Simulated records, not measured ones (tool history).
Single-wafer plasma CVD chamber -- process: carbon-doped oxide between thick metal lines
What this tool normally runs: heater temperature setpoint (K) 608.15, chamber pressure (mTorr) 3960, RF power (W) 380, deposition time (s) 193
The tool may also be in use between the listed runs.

run,hour,heater temperature setpoint (K),chamber pressure (mTorr),RF power (W),deposition time (s),wafers since the last listed run,hours since the last thermocouple change,hours since the last RF generator calibration,hours since the last manometer calibration,hours since the showerhead was replaced,hours since the gauge calibration,"read-back reference wafer on the same gauge, thickness_nm",mean film thickness on the monitor wafer (Å)
1,0.0,608.15,3960,380,193,0,1882.2,1120.2,1862.9,14.4,880.4,739.651,8042.63
2,20.4,608.15,3960,380,193,105,1902.6,1140.6,1883.3,34.8,900.8,738.546,8015.12
3,54.2,608.15,3960,380,193,175,1936.4,1174.4,1917.1,68.6,934.6,739.313,8058.18
4,88.1,608.15,3960,380,193,176,1970.3,1208.3,1951.0,102.5,968.5,738.627,8025.95
5,113.2,608.15,3960,380,193,130,1995.4,1233.4,1976.1,127.6,993.6,739.423,7992.07
# hour 114.5: gauge calibrated
6,126.9,608.15,3960,380,193,71,2009.1,1247.1,1989.8,141.3,12.4,738.671,7993.85
7,156.1,602.15,3960,345,193,151,2038.3,1276.3,2019.0,170.5,41.6,739.736,7499.89
8,189.2,608.15,3960,380,193,171,2071.4,1309.4,2052.1,203.6,74.7,738.588,7901.27
9,210.1,608.15,3960,350,231,108,2092.3,1330.3,2073.0,224.5,95.6,739.755,8886.23
# hour 220.9: RF generator calibrated
10,223.4,608.15,4330,380,218,27,2105.6,2.5,2086.3,237.8,108.9,738.110,9590.95
# hour 255.9: capacitance manometer re-zeroed and calibrated
11,259.3,608.15,4820,380,209,144,2141.5,38.4,3.4,273.7,144.8,739.570,9266.64
12,291.2,608.15,3960,320,219,165,2173.4,70.3,35.3,305.6,176.7,739.134,8376.82
13,320.9,616.15,4750,330,193,154,2203.1,100.0,65.0,335.3,206.4,739.173,7552.10
14,342.0,617.15,4610,380,173,109,2224.2,121.1,86.1,356.4,227.5,738.021,7444.26
15,359.9,613.15,4430,420,210,92,2242.1,139.0,104.0,374.3,245.4,739.402,9788.27
# hour 376.0: thermocouple changed; heater temperature recalibrated
16,385.9,614.15,3960,340,193,93,9.9,165.0,130.0,400.3,271.4,737.838,7545.23
17,420.3,593.15,3620,380,193,178,44.3,199.4,164.4,434.7,305.8,738.560,8719.17
18,447.2,608.15,3960,380,193,139,71.2,226.3,191.3,461.6,332.7,737.770,8372.77
19,472.8,608.15,3960,320,193,133,96.8,251.9,216.9,487.2,358.3,738.413,7370.95
20,489.2,608.15,3960,400,193,85,113.2,268.3,233.3,503.6,374.7,739.619,8726.02
21,519.6,623.15,4880,445,193,157,143.6,298.7,263.7,534.0,405.1,739.635,9220.77
22,535.8,600.15,4900,410,172,84,159.8,314.9,279.9,550.2,421.3,739.469,8193.63
23,558.9,608.15,3960,380,193,120,182.9,338.0,303.0,573.3,444.4,738.633,8380.36
24,589.9,608.15,3960,380,193,161,213.9,369.0,334.0,604.3,475.4,738.291,8329.22
25,603.3,608.15,3960,330,193,69,227.3,382.4,347.4,617.7,488.8,738.743,7569.77
26,631.4,608.15,3960,380,193,145,255.4,410.5,375.5,645.8,516.9,738.751,8315.83
27,662.9,608.15,3960,380,193,163,286.9,442.0,407.0,677.3,548.4,739.241,8311.72
28,695.5,613.15,3960,320,193,169,319.5,474.6,439.6,709.9,581.0,739.136,7214.51
29,722.8,623.15,4880,445,193,141,346.8,501.9,466.9,737.2,608.3,738.128,9097.14

Predict each of these 3 candidate next runs independently; none follows another, all start after run 29:
A,723.3,608.15,3960,380,178,2,347.3,502.4,467.4,737.7,608.8,?,?
B,723.3,596.15,3680,310,181,2,347.3,502.4,467.4,737.7,608.8,?,?
C,723.3,608.15,3240,340,164,2,347.3,502.4,467.4,737.7,608.8,?,?

run,"read-back reference wafer on the same gauge, thickness_nm",mean film thickness on the monitor wafer (Å)
A,738.575,7651.29
B,738.575,6880.63
C,738.575,6386.64
The same runs, with their run-to-run variation unchanged, on a tool lacking any hidden condition would have given:
run,mean film thickness on the monitor wafer (Å)
A,7742.23
B,6966.01
C,6462.55
